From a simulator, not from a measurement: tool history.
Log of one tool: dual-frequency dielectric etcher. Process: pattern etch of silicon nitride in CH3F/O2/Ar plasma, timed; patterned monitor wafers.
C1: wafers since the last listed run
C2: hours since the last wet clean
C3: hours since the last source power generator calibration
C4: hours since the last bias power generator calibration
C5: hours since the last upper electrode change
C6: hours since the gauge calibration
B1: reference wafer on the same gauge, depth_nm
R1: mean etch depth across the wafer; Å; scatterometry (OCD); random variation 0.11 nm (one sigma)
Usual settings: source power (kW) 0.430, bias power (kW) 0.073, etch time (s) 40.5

{"run": 1, "hour": 0.0, "source power (kW)": 0.43, "bias power (kW)": 0.073, "etch time (s)": 40.5, "C1": 0, "C2": 279.7, "C3": 2718.1, "C4": 4377.6, "C5": 2976.7, "C6": 126.8, "B1": 31.13, "R1": 286.8}
{"run": 2, "hour": 17.6, "source power (kW)": 0.43, "bias power (kW)": 0.073, "etch time (s)": 40.5, "C1": 310, "C2": 297.3, "C3": 2735.7, "C4": 4395.2, "C5": 2994.3, "C6": 144.4, "B1": 31.07, "R1": 287.6}
{"run": 3, "hour": 32.3, "source power (kW)": 0.43, "bias power (kW)": 0.073, "etch time (s)": 40.5, "C1": 259, "C2": 312.0, "C3": 2750.4, "C4": 4409.9, "C5": 3009.0, "C6": 159.1, "B1": 31.05, "R1": 286.9}
{"hour": 58.1, "done": "upper electrode replaced, of another model than before"}
{"run": 4, "hour": 58.6, "source power (kW)": 0.4, "bias power (kW)": 0.073, "etch time (s)": 40.5, "C1": 40, "C2": 338.3, "C3": 2776.7, "C4": 4436.2, "C5": 0.5, "C6": 185.4, "B1": 31.05, "R1": 278.3}
{"run": 5, "hour": 58.9, "source power (kW)": 0.4, "bias power (kW)": 0.073, "etch time (s)": 40.5, "C1": 5, "C2": 338.6, "C3": 2777.0, "C4": 4436.5, "C5": 0.8, "C6": 185.7, "B1": 31.1, "R1": 277.7}
{"hour": 74.9, "done": "source power generator calibrated"}
{"hour": 77.8, "done": "bias power generator calibrated"}
{"run": 6, "hour": 78.3, "source power (kW)": 0.4, "bias power (kW)": 0.073, "etch time (s)": 40.5, "C1": 220, "C2": 358.0, "C3": 3.4, "C4": 0.5, "C5": 20.2, "C6": 205.1, "B1": 31.1, "R1": 278.4}
{"run": 7, "hour": 80.7, "source power (kW)": 0.43, "bias power (kW)": 0.073, "etch time (s)": 40.5, "C1": 42, "C2": 360.4, "C3": 5.8, "C4": 2.9, "C5": 22.6, "C6": 207.5, "B1": 31.06, "R1": 284.9}
{"run": 8, "hour": 87.0, "source power (kW)": 0.43, "bias power (kW)": 0.066, "etch time (s)": 40.5, "C1": 111, "C2": 366.7, "C3": 12.1, "C4": 9.2, "C5": 28.9, "C6": 213.8, "B1": 31.12, "R1": 279.4}
{"run": 9, "hour": 94.4, "source power (kW)": 0.43, "bias power (kW)": 0.073, "etch time (s)": 40.5, "C1": 130, "C2": 374.1, "C3": 19.5, "C4": 16.6, "C5": 36.3, "C6": 221.2, "B1": 31.07, "R1": 285.3}
{"hour": 110.4, "done": "gauge calibrated"}
{"run": 10, "hour": 124.9, "source power (kW)": 0.38, "bias power (kW)": 0.09, "etch time (s)": 35.5, "C1": 538, "C2": 404.6, "C3": 50.0, "C4": 47.1, "C5": 66.8, "C6": 14.5, "B1": 31.14, "R1": 250.6}
{"hour": 154.0, "done": "wet clean of the chamber"}
{"run": 11, "hour": 154.5, "source power (kW)": 0.43, "bias power (kW)": 0.073, "etch time (s)": 48.0, "C1": 98, "C2": 0.5, "C3": 79.6, "C4": 76.7, "C5": 96.4, "C6": 44.1, "B1": 31.11, "R1": 355.3}
{"run": 12, "hour": 154.8, "source power (kW)": 0.49, "bias power (kW)": 0.073, "etch time (s)": 40.5, "C1": 5, "C2": 0.8, "C3": 79.9, "C4": 77.0, "C5": 96.7, "C6": 44.4, "B1": 31.12, "R1": 309.3}
{"run": 13, "hour": 164.2, "source power (kW)": 0.43, "bias power (kW)": 0.073, "etch time (s)": 37.0, "C1": 166, "C2": 10.2, "C3": 89.3, "C4": 86.4, "C5": 106.1, "C6": 53.8, "B1": 31.11, "R1": 269.6}
{"run": 14, "hour": 172.1, "source power (kW)": 0.49, "bias power (kW)": 0.058, "etch time (s)": 40.5, "C1": 139, "C2": 18.1, "C3": 97.2, "C4": 94.3, "C5": 114.0, "C6": 61.7, "B1": 31.11, "R1": 295.3}
{"run": 15, "hour": 179.5, "source power (kW)": 0.43, "bias power (kW)": 0.073, "etch time (s)": 40.5, "C1": 130, "C2": 25.5, "C3": 104.6, "C4": 101.7, "C5": 121.4, "C6": 69.1, "B1": 31.11, "R1": 294.7}
{"run": 16, "hour": 186.4, "source power (kW)": 0.43, "bias power (kW)": 0.073, "etch time (s)": 48.0, "C1": 121, "C2": 32.4, "C3": 111.5, "C4": 108.6, "C5": 128.3, "C6": 76.0, "B1": 31.1, "R1": 350.7}
{"run": 17, "hour": 193.1, "source power (kW)": 0.43, "bias power (kW)": 0.058, "etch time (s)": 32.0, "C1": 118, "C2": 39.1, "C3": 118.2, "C4": 115.3, "C5": 135.0, "C6": 82.7, "B1": 31.1, "R1": 223.5}

5 ways to go on from here, each from the tool as it stands after run 17. What would each give?
{"run": "A", "hour": 193.5, "source power (kW)": 0.38, "bias power (kW)": 0.073, "etch time (s)": 40.5, "C1": 7, "C2": 39.5, "C3": 118.6, "C4": 115.7, "C5": 135.4, "C6": 83.1, "B1": "?", "R1": "?"}
{"run": "B", "hour": 193.5, "source power (kW)": 0.51, "bias power (kW)": 0.073, "etch time (s)": 40.5, "C1": 7, "C2": 39.5, "C3": 118.6, "C4": 115.7, "C5": 135.4, "C6": 83.1, "B1": "?", "R1": "?"}
{"run": "C", "hour": 193.5, "source power (kW)": 0.43, "bias power (kW)": 0.061, "etch time (s)": 31.5, "C1": 7, "C2": 39.5, "C3": 118.6, "C4": 115.7, "C5": 135.4, "C6": 83.1, "B1": "?", "R1": "?"}
{"run": "D", "hour": 193.5, "source power (kW)": 0.43, "bias power (kW)": 0.081, "etch time (s)": 40.5, "C1": 7, "C2": 39.5, "C3": 118.6, "C4": 115.7, "C5": 135.4, "C6": 83.1, "B1": "?", "R1": "?"}
{"run": "E", "hour": 193.5, "source power (kW)": 0.47, "bias power (kW)": 0.065, "etch time (s)": 46.0, "C1": 7, "C2": 39.5, "C3": 118.6, "C4": 115.7, "C5": 135.4, "C6": 83.1, "B1": "?", "R1": "?"}

run=A B1=31.10 R1=284.6
run=B B1=31.10 R1=314.1
run=C B1=31.10 R1=222.6
run=D B1=31.10 R1=303.1
run=E B1=31.10 R1=339.0
Without the tool's hidden state the same runs would have given:
run=A R1=284.6
run=B R1=314.1
run=C R1=222.6
run=D R1=303.1
run=E R1=339.1
